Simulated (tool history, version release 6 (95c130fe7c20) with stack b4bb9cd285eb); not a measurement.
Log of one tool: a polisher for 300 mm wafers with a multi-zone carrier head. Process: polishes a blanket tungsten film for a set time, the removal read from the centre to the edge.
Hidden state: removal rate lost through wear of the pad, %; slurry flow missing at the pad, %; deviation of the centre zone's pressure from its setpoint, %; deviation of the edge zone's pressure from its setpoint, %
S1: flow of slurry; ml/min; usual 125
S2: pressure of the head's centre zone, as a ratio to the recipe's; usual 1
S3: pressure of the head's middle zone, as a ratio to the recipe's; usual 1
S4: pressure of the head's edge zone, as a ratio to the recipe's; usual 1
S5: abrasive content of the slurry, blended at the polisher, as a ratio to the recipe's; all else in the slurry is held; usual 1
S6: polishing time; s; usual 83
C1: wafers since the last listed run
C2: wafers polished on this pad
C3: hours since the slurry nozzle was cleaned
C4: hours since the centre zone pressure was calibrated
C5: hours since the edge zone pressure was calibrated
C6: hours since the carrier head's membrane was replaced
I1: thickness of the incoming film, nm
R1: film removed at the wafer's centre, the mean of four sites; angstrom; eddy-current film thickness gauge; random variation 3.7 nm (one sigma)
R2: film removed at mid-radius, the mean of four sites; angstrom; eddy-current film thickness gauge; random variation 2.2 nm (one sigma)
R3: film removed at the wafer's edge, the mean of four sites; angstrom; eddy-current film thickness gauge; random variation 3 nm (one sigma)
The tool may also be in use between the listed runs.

run 1 hour=0 | S1=110 S2=1 S3=1 S4=1 S5=1.1 S6=83 | C1=0 C2=267 C3=332.6 C4=381.5 C5=584.2 C6=862.5 | I1=1143.9 | R1=2646 R2=2668 R3=2753
run 2 hour=54.3 | S1=110 S2=1 S3=1 S4=1 S5=1.1 S6=83 | C1=464 C2=731 C3=386.9 C4=435.8 C5=638.5 C6=916.8 | I1=1149.6 | R1=2650 R2=2673 R3=2741
run 3 hour=119.2 | S1=125 S2=1 S3=1 S4=0.96 S5=1 S6=83 | C1=555 C2=1286 C3=451.8 C4=500.7 C5=703.4 C6=981.7 | I1=1156.5 | R1=2752 R2=2679 R3=2711
-- hour=137.1 worn pad replaced by a new one
run 4 hour=180.5 | S1=125 S2=1 S3=1 S4=1 S5=1 S6=83 | C1=490 C2=371 C3=513.1 C4=562 C5=764.7 C6=1043 | I1=1119.9 | R1=2732 R2=2636 R3=2782
-- hour=227.2 slurry nozzle cleaned
run 5 hour=252.1 | S1=125 S2=1 S3=1 S4=1 S5=1 S6=83 | C1=603 C2=975 C3=24.9 C4=633.6 C5=836.3 C6=1114.6 | I1=1145 | R1=2625 R2=2669 R3=2762
-- hour=293.9 carrier head's membrane replaced by a new one
-- hour=299.2 worn pad replaced by a new one
run 6 hour=305 | S1=125 S2=1 S3=1 S4=1 S5=1 S6=83 | C1=375 C2=49 C3=77.8 C4=686.5 C5=889.2 C6=11.1 | I1=1138.5 | R1=2751 R2=2676 R3=2758
-- hour=308.1 edge zone pressure recalibrated
run 7 hour=364.5 | S1=125 S2=1 S3=1 S4=1 S5=1 S6=83 | C1=491 C2=541 C3=137.3 C4=746 C5=56.4 C6=70.6 | I1=1134.7 | R1=2667 R2=2677 R3=2678
run 8 hour=406.9 | S1=125 S2=1 S3=1 S4=1 S5=1 S6=83 | C1=362 C2=903 C3=179.7 C4=788.4 C5=98.8 C6=113 | I1=1138.9 | R1=2629 R2=2681 R3=2744
run 9 hour=458.8 | S1=110 S2=1 S3=1 S4=1 S5=1.1 S6=83 | C1=443 C2=1347 C3=231.6 C4=840.3 C5=150.7 C6=164.9 | I1=1124.4 | R1=2674 R2=2648 R3=2762
-- hour=488.9 worn pad replaced by a new one
run 10 hour=508.5 | S1=150 S2=1.08 S3=0.92 S4=1 S5=1 S6=66 | C1=390 C2=167 C3=281.3 C4=890 C5=200.4 C6=214.6 | I1=1152.3 | R1=2469 R2=2078 R3=2257
run 11 hour=553 | S1=125 S2=1 S3=1.08 S4=1.11 S5=1 S6=83 | C1=380 C2=548 C3=325.8 C4=934.5 C5=244.9 C6=259.1 | I1=1132.8 | R1=2721 R2=2800 R3=2929
run 12 hour=621.9 | S1=125 S2=0.93 S3=1 S4=1 S5=1.3 S6=91 | C1=589 C2=1137 C3=394.7 C4=1003.4 C5=313.8 C6=328 | I1=1139.1 | R1=2940 R2=3083 R3=3261
-- hour=629 centre zone pressure recalibrated
-- hour=650.5 worn pad replaced by a new one
run 13 hour=659.7 | S1=125 S2=1 S3=1 S4=1 S5=1 S6=83 | C1=271 C2=78 C3=432.5 C4=30.7 C5=351.6 C6=365.8 | I1=1156.5 | R1=2730 R2=2702 R3=2731
-- hour=660.7 slurry nozzle cleaned
run 14 hour=707 | S1=125 S2=1 S3=1 S4=0.95 S5=1 S6=83 | C1=395 C2=474 C3=46.3 C4=78 C5=398.9 C6=413.1 | I1=1148.2 | R1=2688 R2=2665 R3=2633
run 15 hour=751.5 | S1=125 S2=1 S3=1 S4=1 S5=1 S6=83 | C1=380 C2=855 C3=90.8 C4=122.5 C5=443.4 C6=457.6 | I1=1136.5 | R1=2722 R2=2660 R3=2738
-- hour=799.4 worn pad replaced by a new one
run 16 hour=817.9 | S1=170 S2=1 S3=1 S4=1 S5=1.3 S6=83 | C1=533 C2=158 C3=157.2 C4=188.9 C5=509.8 C6=524 | I1=1131.1 | R1=3207 R2=3022 R3=3049
run 17 hour=860 | S1=80 S2=1 S3=1 S4=1 S5=1 S6=60 | C1=360 C2=518 C3=199.3 C4=231 C5=551.9 C6=566.1 | I1=1146.8 | R1=1658 R2=1673 R3=1806

4 ways to go on from here, each from the tool as it stands after run 17. What would each give?
run A hour=860.4 | S1=125 S2=1.05 S3=1 S4=1 S5=1 S6=83 | C1=3 C2=521 C3=199.7 C4=231.4 C5=552.3 C6=566.5 | I1=1142.5 | R1=? R2=? R3=?
run B hour=860.4 | S1=125 S2=1 S3=1.07 S4=1 S5=1.3 S6=83 | C1=3 C2=521 C3=199.7 C4=231.4 C5=552.3 C6=566.5 | I1=1142.5 | R1=? R2=? R3=?
run C hour=860.4 | S1=125 S2=1.1 S3=1.12 S4=1.06 S5=0.8 S6=83 | C1=3 C2=521 C3=199.7 C4=231.4 C5=552.3 C6=566.5 | I1=1142.5 | R1=? R2=? R3=?
run D hour=860.4 | S1=125 S2=1.06 S3=1 S4=1 S5=1 S6=60 | C1=3 C2=521 C3=199.7 C4=231.4 C5=552.3 C6=566.5 | I1=1142.5 | R1=? R2=? R3=?

run=A R1=2855 R2=2670 R3=2749
run=B R1=2916 R2=2972 R3=2939
run=C R1=2821 R2=2696 R3=2670
run=D R1=2083 R2=1930 R3=1988
Without the tool's hidden state the same runs would have given:
run=A R1=2855 R2=2670 R3=2749
run=B R1=2916 R2=2972 R3=2939
run=C R1=2821 R2=2696 R3=2670
run=D R1=2083 R2=1930 R3=1988

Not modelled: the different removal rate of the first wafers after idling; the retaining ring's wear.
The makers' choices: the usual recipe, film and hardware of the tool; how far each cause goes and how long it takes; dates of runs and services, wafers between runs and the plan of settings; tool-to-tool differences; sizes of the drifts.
